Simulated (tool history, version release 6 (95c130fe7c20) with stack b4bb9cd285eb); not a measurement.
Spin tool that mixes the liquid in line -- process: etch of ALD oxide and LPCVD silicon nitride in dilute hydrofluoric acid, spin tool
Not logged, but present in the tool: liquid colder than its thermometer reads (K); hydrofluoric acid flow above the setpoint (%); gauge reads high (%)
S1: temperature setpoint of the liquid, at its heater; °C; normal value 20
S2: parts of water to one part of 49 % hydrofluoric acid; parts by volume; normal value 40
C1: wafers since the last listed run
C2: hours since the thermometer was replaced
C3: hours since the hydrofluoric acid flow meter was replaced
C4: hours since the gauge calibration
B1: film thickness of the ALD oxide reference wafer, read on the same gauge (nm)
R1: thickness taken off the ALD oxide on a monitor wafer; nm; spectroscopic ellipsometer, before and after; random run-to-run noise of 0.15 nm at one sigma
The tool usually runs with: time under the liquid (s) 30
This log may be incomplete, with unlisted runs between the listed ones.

{"run": 1, "day": 0.0, "S1": 20, "S2": 40, "time under the liquid (s)": 30, "C1": 0, "C2": 380.1, "C3": 303.5, "C4": 1387.4, "B1": 139.99, "R1": 19.43}
{"run": 2, "day": 3.088, "S1": 20, "S2": 40, "time under the liquid (s)": 30, "C1": 1070, "C2": 454.2, "C3": 377.6, "C4": 1461.5, "B1": 140.03, "R1": 19.52}
{"run": 3, "day": 7.429, "S1": 20, "S2": 40, "time under the liquid (s)": 30, "C1": 1504, "C2": 558.4, "C3": 481.8, "C4": 1565.7, "B1": 139.95, "R1": 19.45}
{"run": 4, "day": 9.479, "S1": 20, "S2": 40, "time under the liquid (s)": 30, "C1": 710, "C2": 607.6, "C3": 531, "C4": 1614.9, "B1": 140.03, "R1": 19.22}
{"run": 5, "day": 12.788, "S1": 20, "S2": 40, "time under the liquid (s)": 30, "C1": 1146, "C2": 687, "C3": 610.4, "C4": 1694.3, "B1": 140.01, "R1": 19.53}
{"run": 6, "day": 17.038, "S1": 20, "S2": 40, "time under the liquid (s)": 30, "C1": 1472, "C2": 789, "C3": 712.4, "C4": 1796.3, "B1": 140.01, "R1": 18.98}
{"day": 17.921, "done": "thermometer replaced"}
{"run": 7, "day": 18.917, "S1": 20, "S2": 40, "time under the liquid (s)": 30, "C1": 636, "C2": 23.9, "C3": 757.5, "C4": 1841.4, "B1": 140.01, "R1": 20.15}
{"run": 8, "day": 22.604, "S1": 20, "S2": 40, "time under the liquid (s)": 30, "C1": 1277, "C2": 112.4, "C3": 846, "C4": 1929.9, "B1": 140.03, "R1": 20.14}
{"run": 9, "day": 25.054, "S1": 20, "S2": 40, "time under the liquid (s)": 30, "C1": 849, "C2": 171.2, "C3": 904.8, "C4": 1988.7, "B1": 139.99, "R1": 20.08}
{"run": 10, "day": 28.858, "S1": 23.5, "S2": 55, "time under the liquid (s)": 30, "C1": 1318, "C2": 262.5, "C3": 996.1, "C4": 2080, "B1": 140.02, "R1": 16.37}
{"run": 11, "day": 31.483, "S1": 23.5, "S2": 55, "time under the liquid (s)": 30, "C1": 909, "C2": 325.5, "C3": 1059.1, "C4": 2143, "B1": 140.02, "R1": 16.45}
{"day": 32.504, "done": "hydrofluoric acid flow meter replaced"}
{"run": 12, "day": 35.442, "S1": 18.5, "S2": 40, "time under the liquid (s)": 30, "C1": 1357, "C2": 420.5, "C3": 70.5, "C4": 2238, "B1": 139.99, "R1": 18.34}
{"run": 13, "day": 39.333, "S1": 18, "S2": 40, "time under the liquid (s)": 30, "C1": 1348, "C2": 513.9, "C3": 163.9, "C4": 2331.4, "B1": 139.94, "R1": 17.87}
{"day": 41.796, "done": "gauge calibrated"}
{"run": 14, "day": 42.362, "S1": 17, "S2": 20, "time under the liquid (s)": 45, "C1": 1049, "C2": 586.6, "C3": 236.6, "C4": 13.6, "B1": 140, "R1": 52.48}
{"run": 15, "day": 45.662, "S1": 23, "S2": 40, "time under the liquid (s)": 30, "C1": 1143, "C2": 665.8, "C3": 315.8, "C4": 92.8, "B1": 140, "R1": 22.04}
{"run": 16, "day": 49.275, "S1": 20, "S2": 40, "time under the liquid (s)": 30, "C1": 1251, "C2": 752.5, "C3": 402.5, "C4": 179.5, "B1": 140.02, "R1": 19.48}
{"run": 17, "day": 50.958, "S1": 20, "S2": 40, "time under the liquid (s)": 30, "C1": 583, "C2": 792.9, "C3": 442.9, "C4": 219.9, "B1": 139.96, "R1": 19.26}
{"day": 51.346, "done": "thermometer replaced"}
{"run": 18, "day": 54.162, "S1": 17.5, "S2": 30, "time under the liquid (s)": 30, "C1": 1096, "C2": 67.6, "C3": 519.8, "C4": 296.8, "B1": 140.02, "R1": 24.6}
{"run": 19, "day": 56.346, "S1": 22.5, "S2": 40, "time under the liquid (s)": 35, "C1": 756, "C2": 120, "C3": 572.2, "C4": 349.2, "B1": 139.98, "R1": 26.33}
{"run": 20, "day": 58.046, "S1": 20, "S2": 40, "time under the liquid (s)": 30, "C1": 589, "C2": 160.8, "C3": 613, "C4": 390, "B1": 140.02, "R1": 20.06}
{"run": 21, "day": 60.038, "S1": 17, "S2": 55, "time under the liquid (s)": 40, "C1": 690, "C2": 208.6, "C3": 660.8, "C4": 437.8, "B1": 139.99, "R1": 16.76}
{"run": 22, "day": 62.108, "S1": 23.5, "S2": 55, "time under the liquid (s)": 30, "C1": 717, "C2": 258.3, "C3": 710.5, "C4": 487.5, "B1": 140, "R1": 16.61}
{"run": 23, "day": 65.754, "S1": 22, "S2": 55, "time under the liquid (s)": 45, "C1": 1263, "C2": 345.8, "C3": 798, "C4": 575, "B1": 139.94, "R1": 23.05}
{"run": 24, "day": 68.596, "S1": 20, "S2": 40, "time under the liquid (s)": 35, "C1": 984, "C2": 414, "C3": 866.2, "C4": 643.2, "B1": 140.02, "R1": 22.94}
{"run": 25, "day": 72.825, "S1": 20, "S2": 40, "time under the liquid (s)": 30, "C1": 1465, "C2": 515.5, "C3": 967.7, "C4": 744.7, "B1": 140, "R1": 19.69}
{"run": 26, "day": 74.817, "S1": 17, "S2": 25, "time under the liquid (s)": 25, "C1": 690, "C2": 563.3, "C3": 1015.5, "C4": 792.5, "B1": 140.02, "R1": 23.32}

Pick out some run-to-run changes in R1. Of each, how much would a tool without hidden state show as well, from the settings, what came in and chance, and how much is left for the hidden state and any gauge scatter not in both results compared?
Run 13 -> 14: S1 18 -> 17, S2 40 -> 20, time under the liquid (s) 30 -> 45, gauge calibrated. R1 +34.61 nm: hidden state -1.43, all else +36.04.
Run 14 -> 15: S1 17 -> 23, S2 20 -> 40, time under the liquid (s) 45 -> 30. R1 -30.44 nm: hidden state +1.1, all else -31.54.
